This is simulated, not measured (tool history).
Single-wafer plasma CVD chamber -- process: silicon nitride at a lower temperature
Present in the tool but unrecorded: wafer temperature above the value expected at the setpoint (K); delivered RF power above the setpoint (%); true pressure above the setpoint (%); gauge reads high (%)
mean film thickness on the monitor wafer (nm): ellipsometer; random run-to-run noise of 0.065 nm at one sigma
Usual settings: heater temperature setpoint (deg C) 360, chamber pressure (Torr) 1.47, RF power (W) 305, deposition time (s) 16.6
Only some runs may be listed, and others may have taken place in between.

run    hour  heater temperature setpoint (deg C)  chamber pressure (Torr)  RF power (W)  deposition time (s)  wafers since the last listed run  hours since the last thermocouple change  hours since the last RF generator calibration  hours since the last manometer calibration  hours since the showerhead was replaced  hours since the gauge calibration  read-back reference wafer on the same gauge, thickness_nm  mean film thickness on the monitor wafer (nm)
  1       0                                  360                     1.47           305                 16.6                                 0                                     987.2                                         1970.5                                       795.1                                   2597.4                              396.1                                                     16.391                                         16.588
  2    38.5                                  360                     1.47           305                 16.6                               842                                    1025.7                                           2009                                       833.6                                   2635.9                              434.6                                                      16.39                                         16.576
  3    88.1                                  360                     1.47           305                 16.6                              1085                                    1075.3                                         2058.6                                       883.2                                   2685.5                              484.2                                                     16.398                                         16.622
  4   151.9                                  348                     1.69           305                 16.6                              1396                                    1139.1                                         2122.4                                         947                                   2749.3                                548                                                     16.405                                         17.005
  5   176.3                                  352                     1.47           330                 16.6                               534                                    1163.5                                         2146.8                                       971.4                                   2773.7                              572.4                                                     16.408                                         17.281
  6   216.3                                  352                     1.47           330                 16.6                               875                                    1203.5                                         2186.8                                      1011.4                                   2813.7                              612.4                                                     16.403                                         17.254
  7   244.7                                  352                     1.47           330                 16.6                               621                                    1231.9                                         2215.2                                      1039.8                                   2842.1                              640.8                                                     16.394                                         17.327
  8   311.9                                  360                     1.47           305                 17.3                              1470                                    1299.1                                         2282.4                                        1107                                   2909.3                                708                                                     16.392                                         17.065
      328.3  -- gauge calibrated
  9   364.2                                  360                     1.47           305                 17.3                              1144                                    1351.4                                         2334.7                                      1159.3                                   2961.6                               35.9                                                     16.396                                         16.987
      403.5  -- thermocouple changed; heater temperature recalibrated
 10     404                                  360                     1.47           305                 17.3                               695                                       0.5                                         2374.5                                      1199.1                                   3001.4                               75.7                                                     16.403                                         17.026
 11   450.8                                  360                     1.47           305                 16.6                              1024                                      47.3                                         2421.3                                      1245.9                                   3048.2                              122.5                                                     16.395                                         16.307
 12   491.3                                  360                     1.47           305                 16.6                               886                                      87.8                                         2461.8                                      1286.4                                   3088.7                                163                                                     16.394                                         16.284
      537.9  -- capacitance manometer re-zeroed and calibrated
 13   538.4                                  360                     1.47           305                 16.6                               855                                     134.9                                         2508.9                                         0.5                                   3135.8                              210.1                                                     16.406                                         16.488
      581.5  -- RF generator calibrated
 14     582                                  360                     1.62           305                 17.6                               779                                     178.5                                            0.5                                        44.1                                   3179.4                              253.7                                                     16.399                                         18.783
 15   611.5                                  360                     1.47           305                 14.6                               645                                       208                                             30                                        73.6                                   3208.9                              283.2                                                     16.392                                         15.314
 16   674.9                                  375                     1.47           265                 16.6                              1387                                     271.4                                           93.4                                         137                                   3272.3                              346.6                                                     16.411                                         15.845
 17   739.4                                  360                     1.23           305                 16.6                              1411                                     335.9                                          157.9                                       201.5                                   3336.8                              411.1                                                     16.408                                         16.477
 18   781.9                                  360                     1.47           305                 13.6                               930                                     378.4                                          200.4                                         244                                   3379.3                              453.6                                                     16.401                                         14.125
 19   809.5                                  360                     1.47           305                 16.6                               604                                       406                                            228                                       271.6                                   3406.9                              481.2                                                     16.399                                         17.209
      860.2  -- showerhead replaced
 20   877.3                                  360                     1.47           305                 16.6                              1308                                     473.8                                          295.8                                       339.4                                     17.1                                549                                                     16.394                                         17.168
 21   910.6                                  360                     1.47           305                 16.6                               728                                     507.1                                          329.1                                       372.7                                     50.4                              582.3                                                     16.401                                         17.034
 22   951.9                                  360                     1.47           305                 13.6                               903                                     548.4                                          370.4                                         414                                     91.7                              623.6                                                     16.409                                         13.993
      975.2  -- gauge calibrated
 23  1012.1                                  369                     1.31           350                 17.7                              1317                                     608.6                                          430.6                                       474.2                                    151.9                               36.9                                                     16.399                                         19.111
 24  1044.7                                  346                     1.59           305                 16.6                               713                                     641.2                                          463.2                                       506.8                                    184.5                               69.5                                                     16.406                                         17.322
 25  1096.5                                  372                     1.47           305                 16.6                              1133                                       693                                            515                                       558.6                                    236.3                              121.3                                                      16.39                                         16.761
 26  1131.6                                  348                     1.47           305                 18.7                               768                                     728.1                                          550.1                                       593.7                                    271.4                              156.4                                                     16.405                                         19.163

Predict the results of run 27:
 27  1216.9                                  360                     1.47           305                 16.6                              1866                                     813.4                                          635.4                                         679                                    356.7                              241.7                                                          ?                                              ?

Run 27 gave read-back reference wafer on the same gauge, thickness_nm 16.4, mean film thickness on the monitor wafer (nm) 16.898.
Take away the tool's hidden state, keep the run-to-run variation as it was, and the same run would have given mean film thickness on the monitor wafer (nm) 17.39.
